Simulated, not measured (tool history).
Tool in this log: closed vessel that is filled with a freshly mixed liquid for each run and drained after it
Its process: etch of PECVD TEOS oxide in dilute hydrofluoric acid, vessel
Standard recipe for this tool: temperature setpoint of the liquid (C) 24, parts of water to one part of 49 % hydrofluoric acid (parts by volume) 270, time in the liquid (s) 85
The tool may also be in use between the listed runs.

run    hour  temperature setpoint of the liquid (C)  parts of water to one part of 49 % hydrofluoric acid (parts by volume)  time in the liquid (s)  wafers since the last listed run  hours since the thermometer was replaced  hours since the hydrofluoric acid flow meter was replaced  hours since the gauge calibration  read-back film thickness of the PECVD TEOS oxide reference wafer, read on the same gauge (nm)  thickness taken off the PECVD TEOS oxide on a monitor wafer (nm)
  1       0                                      24                                                                     270                     100                                 0                                       8.2                                                      979.7                             1211.3                                                                                         130.01                                                              7.87
  2    84.7                                      24                                                                     270                     100                              7231                                      92.9                                                     1064.4                               1296                                                                                         129.99                                                              7.83
  3   159.5                                      24                                                                     270                      85                              6386                                     167.7                                                     1139.2                             1370.8                                                                                            130                                                              6.76
  4   239.3                                      24                                                                     270                      85                              6812                                     247.5                                                       1219                             1450.6                                                                                         129.99                                                              6.71
  5   299.3                                      24                                                                     270                      85                              5122                                     307.5                                                       1279                             1510.6                                                                                         129.99                                                              6.73
  6   382.3                                      24                                                                     270                      85                              7086                                     390.5                                                       1362                             1593.6                                                                                         129.98                                                              6.74
  7   462.4                                      24                                                                     170                      85                              6838                                     470.6                                                     1442.1                             1673.7                                                                                         129.99                                                             11.78
  8   567.5                                      24                                                                     170                      85                              8972                                     575.7                                                     1547.2                             1778.8                                                                                            130                                                             11.91
  9   613.8                                      24                                                                     170                      85                              3952                                       622                                                     1593.5                             1825.1                                                                                            130                                                                12
        657  -- thermometer replaced
 10   877.3                                      24                                                                     270                      85                             22410                                     220.3                                                       1857                             2088.6                                                                                         130.03                                                              6.75
 11   956.3                                      24                                                                     325                      75                              6744                                     299.3                                                       1936                             2167.6                                                                                            130                                                              4.61
 12  1062.1                                      24                                                                     325                      75                              9032                                     405.1                                                     2041.8                             2273.4                                                                                            130                                                              4.64
 13  1162.8                                      29                                                                     145                     105                              8597                                     505.8                                                     2142.5                             2374.1                                                                                            130                                                             21.45
 14    1241                                      24                                                                     270                      85                              6676                                       584                                                     2220.7                             2452.3                                                                                         129.99                                                              6.72
 15  1300.1                                    21.5                                                                     375                      60                              5045                                     643.1                                                     2279.8                             2511.4                                                                                         129.98                                                              2.87
     1303.3  -- thermometer replaced
     1384.6  -- gauge calibrated
 16  1459.7                                    22.5                                                                     270                      85                             13540                                     156.4                                                     2439.4                               75.1                                                                                            130                                                              6.37
 17  1515.7                                      27                                                                     230                     120                              4780                                     212.4                                                     2495.4                              131.1                                                                                         130.01                                                             12.83
     1533.2  -- hydrofluoric acid flow meter replaced
 18  1592.5                                      24                                                                     325                      75                              6471                                     289.2                                                       59.3                              207.9                                                                                         129.99                                                              4.71
 19    1651                                      24                                                                     270                      50                              4994                                     347.7                                                      117.8                              266.4                                                                                         130.02                                                                 4
 20  1732.7                                      21                                                                     165                      45                              6975                                     429.4                                                      199.5                              348.1                                                                                         130.01                                                              5.75
 21  1802.7                                    26.5                                                                     270                     130                              5976                                     499.4                                                      269.5                              418.1                                                                                            130                                                             11.17
 22  1885.8                                      24                                                                     270                      85                              7094                                     582.5                                                      352.6                              501.2                                                                                         130.01                                                              6.65
 23  1932.7                                    20.5                                                                     185                      85                              4004                                     629.4                                                      399.5                              548.1                                                                                            130                                                              9.36
 24  2031.6                                      24                                                                     270                      65                              8443                                     728.3                                                      498.4                                647                                                                                         130.01                                                              5.15
 25  2076.7                                      24                                                                     160                      85                              3850                                     773.4                                                      543.5                              692.1                                                                                            130                                                             12.58

3 options for the next run, each taken on its own from the tool as it stands now. Forecast them:
  A  2077.4                                      24                                                                     270                      60                                59                                     774.1                                                      544.2                              692.8                                                                                              ?                                                                 ?
  B  2077.4                                    21.5                                                                     370                      35                                59                                     774.1                                                      544.2                              692.8                                                                                              ?                                                                 ?
  C  2077.4                                      24                                                                     220                     120                                59                                     774.1                                                      544.2                              692.8                                                                                              ?                                                                 ?

run  read-back film thickness of the PECVD TEOS oxide reference wafer, read on the same gauge (nm)  thickness taken off the PECVD TEOS oxide on a monitor wafer (nm)
  A                                                                                         130.03                                                              4.74
  B                                                                                         130.03                                                              1.68
  C                                                                                         130.03                                                             12.24
Without the tool's unlogged condition, the same runs would have read:
run  thickness taken off the PECVD TEOS oxide on a monitor wafer (nm)
  A                                                              4.74
  B                                                              1.68
  C                                                             12.24
